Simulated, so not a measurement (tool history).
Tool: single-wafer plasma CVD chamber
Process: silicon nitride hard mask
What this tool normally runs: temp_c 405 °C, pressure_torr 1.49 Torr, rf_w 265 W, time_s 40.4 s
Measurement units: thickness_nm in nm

run	hour	temp_c	pressure_torr	rf_w	time_s	wafers since the last listed run	hours since the last thermocouple change	hours since the last RF generator calibration	hours since the last manometer calibration	hours since the showerhead was replaced	hours since the gauge calibration	read-back reference wafer on the same gauge, thickness_nm	thickness_nm
1	0.0	405	1.49	265	40.4	0	1026.4	1054.3	2535.5	7087.4	335.7	34.299	38.548
2	20.8	405	1.49	265	40.4	270	1047.2	1075.1	2556.3	7108.2	356.5	34.314	38.627
3	42.0	410	1.49	305	40.4	275	1068.4	1096.3	2577.5	7129.4	377.7	34.291	42.313
4	69.7	410	1.49	305	40.4	359	1096.1	1124.0	2605.2	7157.1	405.4	34.279	42.253
5	85.2	405	1.49	265	40.4	201	1111.6	1139.5	2620.7	7172.6	420.9	34.315	38.413
6	175.1	405	1.49	265	40.4	1168	1201.5	1229.4	2710.6	7262.5	510.8	34.294	38.273
# hour 199.3: thermocouple changed; heater temperature recalibrated
7	199.8	405	1.49	265	40.4	217	0.5	1254.1	2735.3	7287.2	535.5	34.310	38.305
8	206.3	405	1.49	265	40.4	84	7.0	1260.6	2741.8	7293.7	542.0	34.296	38.326
9	227.5	405	1.49	265	40.4	275	28.2	1281.8	2763.0	7314.9	563.2	34.303	38.420
10	244.5	405	1.49	265	40.4	220	45.2	1298.8	2780.0	7331.9	580.2	34.296	38.203
11	267.2	405	1.49	265	40.4	294	67.9	1321.5	2802.7	7354.6	602.9	34.288	38.248
12	301.0	405	1.49	265	40.4	439	101.7	1355.3	2836.5	7388.4	636.7	34.304	38.152
# hour 310.4: gauge calibrated
# hour 333.3: RF generator calibrated
13	333.8	410	1.25	285	43.4	322	134.5	0.5	2869.3	7421.2	23.4	34.288	40.924
14	354.8	405	1.49	265	37.6	272	155.5	21.5	2890.3	7442.2	44.4	34.308	36.986
15	378.3	405	1.49	265	47.4	305	179.0	45.0	2913.8	7465.7	67.9	34.289	46.685
16	394.3	405	1.49	265	40.4	207	195.0	61.0	2929.8	7481.7	83.9	34.322	39.601
# hour 430.6: showerhead replaced
# hour 436.5: capacitance manometer re-zeroed and calibrated
17	437.0	405	1.49	265	40.4	373	237.7	103.7	0.5	6.4	126.6	34.322	41.659
18	456.8	397	1.49	240	40.4	257	257.5	123.5	20.3	26.2	146.4	34.293	38.777
19	482.7	392	1.76	215	37.3	336	283.4	149.4	46.2	52.1	172.3	34.291	35.528
20	500.7	405	1.49	290	37.1	233	301.4	167.4	64.2	70.1	190.3	34.307	40.596
21	514.4	394	1.49	265	40.4	178	315.1	181.1	77.9	83.8	204.0	34.292	41.491
22	528.9	414	1.49	295	40.4	188	329.6	195.6	92.4	98.3	218.5	34.314	44.376
23	563.2	400	1.68	265	44.2	445	363.9	229.9	126.7	132.6	252.8	34.292	47.597
24	594.3	405	1.13	215	40.4	404	395.0	261.0	157.8	163.7	283.9	34.303	30.561
25	620.4	405	1.60	265	37.4	339	421.1	287.1	183.9	189.8	310.0	34.307	39.294

Consider 3 possible next runs. They are alternatives, not a sequence: every one starts from the tool as it was left by run 25. What does each give?
A	620.8	405	1.32	265	40.4	5	421.5	287.5	184.3	190.2	310.4	?	?
B	620.8	405	1.18	315	40.4	5	421.5	287.5	184.3	190.2	310.4	?	?
C	620.8	405	1.22	215	40.4	5	421.5	287.5	184.3	190.2	310.4	?	?

run	read-back reference wafer on the same gauge, thickness_nm	thickness_nm
A	34.304	38.770
B	34.304	40.922
C	34.304	31.906
With the hidden condition removed and each run's random variation left untouched, the same runs would have given:
run	thickness_nm
A	39.675
B	41.847
C	32.695

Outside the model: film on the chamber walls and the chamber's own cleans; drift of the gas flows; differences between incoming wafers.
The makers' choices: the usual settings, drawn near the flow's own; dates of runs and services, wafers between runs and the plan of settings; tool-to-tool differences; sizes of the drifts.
